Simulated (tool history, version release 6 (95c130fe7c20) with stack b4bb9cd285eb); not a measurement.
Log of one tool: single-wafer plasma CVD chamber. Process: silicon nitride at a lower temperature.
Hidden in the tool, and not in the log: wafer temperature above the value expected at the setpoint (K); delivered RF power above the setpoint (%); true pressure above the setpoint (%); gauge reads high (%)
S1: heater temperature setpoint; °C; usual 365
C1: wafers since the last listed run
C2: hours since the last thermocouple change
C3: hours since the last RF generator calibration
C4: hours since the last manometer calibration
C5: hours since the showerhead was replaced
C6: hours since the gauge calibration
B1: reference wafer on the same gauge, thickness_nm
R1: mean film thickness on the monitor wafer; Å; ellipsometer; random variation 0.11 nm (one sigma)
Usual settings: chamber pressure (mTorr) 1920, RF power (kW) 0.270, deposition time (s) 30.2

Run 1, day 0.000: usual settings but chamber pressure (mTorr) 2200, RF power (kW) 0.300; C1 0; C2 299.6; C3 1780.6; C4 204.5; C5 59.0; C6 122.6; B1 29.681. Result: R1 361.43 Å.
Run 2, day 1.962: usual settings; C1 1476; C2 346.7; C3 1827.7; C4 251.6; C5 106.1; C6 169.7; B1 29.697. Result: R1 336.42 Å.
Run 3, day 3.367: usual settings; C1 1056; C2 380.4; C3 1861.4; C4 285.3; C5 139.8; C6 203.4; B1 29.716. Result: R1 330.74 Å.
Run 4, day 5.850: usual settings; C1 1867; C2 440.0; C3 1921.0; C4 344.9; C5 199.4; C6 263.0; B1 29.720. Result: R1 331.45 Å.
Run 5, day 14.425: usual settings but S1 356 °C, deposition time (s) 26.0; C1 6450; C2 645.8; C3 2126.8; C4 550.7; C5 405.2; C6 468.8; B1 29.689. Result: R1 287.00 Å.
Run 6, day 16.788: usual settings; C1 1777; C2 702.5; C3 2183.5; C4 607.4; C5 461.9; C6 525.5; B1 29.675. Result: R1 330.85 Å.
Run 7, day 19.071: usual settings; C1 1717; C2 757.3; C3 2238.3; C4 662.2; C5 516.7; C6 580.3; B1 29.752. Result: R1 329.71 Å.
Run 8, day 20.638: usual settings but RF power (kW) 0.320, deposition time (s) 35.7; C1 1178; C2 794.9; C3 2275.9; C4 699.8; C5 554.3; C6 617.9; B1 29.700. Result: R1 423.24 Å.
Run 9, day 23.462: usual settings but S1 369 °C; C1 2124; C2 862.7; C3 2343.7; C4 767.6; C5 622.1; C6 685.7; B1 29.660. Result: R1 327.00 Å.
Run 10, day 25.696: usual settings but chamber pressure (mTorr) 2290, RF power (kW) 0.245, deposition time (s) 27.2; C1 1679; C2 916.3; C3 2397.3; C4 821.2; C5 675.7; C6 739.3; B1 29.719. Result: R1 291.99 Å.
Run 11, day 27.592: usual settings but S1 379 °C, chamber pressure (mTorr) 1550, deposition time (s) 32.9; C1 1426; C2 961.8; C3 2442.8; C4 866.7; C5 721.2; C6 784.8; B1 29.706. Result: R1 339.93 Å.
Run 12, day 30.117: usual settings but S1 374 °C, chamber pressure (mTorr) 2150, RF power (kW) 0.310, deposition time (s) 28.3; C1 1899; C2 1022.4; C3 2503.4; C4 927.3; C5 781.8; C6 845.4; B1 29.696. Result: R1 334.05 Å.
At day 31.508: RF generator calibrated.
Run 13, day 32.429: usual settings but S1 375 °C, chamber pressure (mTorr) 2270, RF power (kW) 0.305, deposition time (s) 33.2; C1 1488; C2 1077.9; C3 22.1; C4 982.8; C5 837.3; C6 900.9; B1 29.665. Result: R1 400.89 Å.
At day 33.646: thermocouple changed; heater temperature recalibrated.
Run 14, day 33.788: usual settings; C1 771; C2 3.4; C3 54.7; C4 1015.4; C5 869.9; C6 933.5; B1 29.714. Result: R1 334.93 Å.
Run 15, day 35.100: usual settings but S1 359 °C, chamber pressure (mTorr) 1480, RF power (kW) 0.245; C1 987; C2 34.9; C3 86.2; C4 1046.9; C5 901.4; C6 965.0; B1 29.683. Result: R1 305.86 Å.
Run 16, day 37.262: usual settings but chamber pressure (mTorr) 1790; C1 1626; C2 86.8; C3 138.1; C4 1098.8; C5 953.3; C6 1016.9; B1 29.698. Result: R1 332.89 Å.
Run 17, day 39.612: usual settings; C1 1767; C2 143.2; C3 194.5; C4 1155.2; C5 1009.7; C6 1073.3; B1 29.685. Result: R1 336.70 Å.
Run 18, day 40.725: usual settings; C1 836; C2 169.9; C3 221.2; C4 1181.9; C5 1036.4; C6 1100.0; B1 29.691. Result: R1 336.60 Å.
Run 19, day 43.588: usual settings but deposition time (s) 33.8; C1 2153; C2 238.6; C3 289.9; C4 1250.6; C5 1105.1; C6 1168.7; B1 29.689. Result: R1 374.43 Å.
Run 20, day 45.342: usual settings; C1 1319; C2 280.7; C3 332.0; C4 1292.7; C5 1147.2; C6 1210.8; B1 29.732. Result: R1 335.03 Å.
Run 21, day 46.417: usual settings but RF power (kW) 0.315; C1 808; C2 306.5; C3 357.8; C4 1318.5; C5 1173.0; C6 1236.6; B1 29.680. Result: R1 362.06 Å.
Run 22, day 48.592: usual settings but S1 374 °C; C1 1636; C2 358.7; C3 410.0; C4 1370.7; C5 1225.2; C6 1288.8; B1 29.683. Result: R1 334.02 Å.
Run 23, day 49.821: usual settings; C1 924; C2 388.2; C3 439.5; C4 1400.2; C5 1254.7; C6 1318.3; B1 29.746. Result: R1 335.17 Å.

The next listed run, before its measurement:
Run 24, day 51.362: usual settings but S1 352 °C, chamber pressure (mTorr) 2380, RF power (kW) 0.250, deposition time (s) 32.2; C1 1159; C2 425.2; C3 476.5; C4 1437.2; C5 1291.7; C6 1355.3; B1 ?. Result: R1 ?.

{"run 24": {"B1": 29.671, "R1": 357.59}}
Without the tool's hidden state the same run would have given R1 363.35 Å.
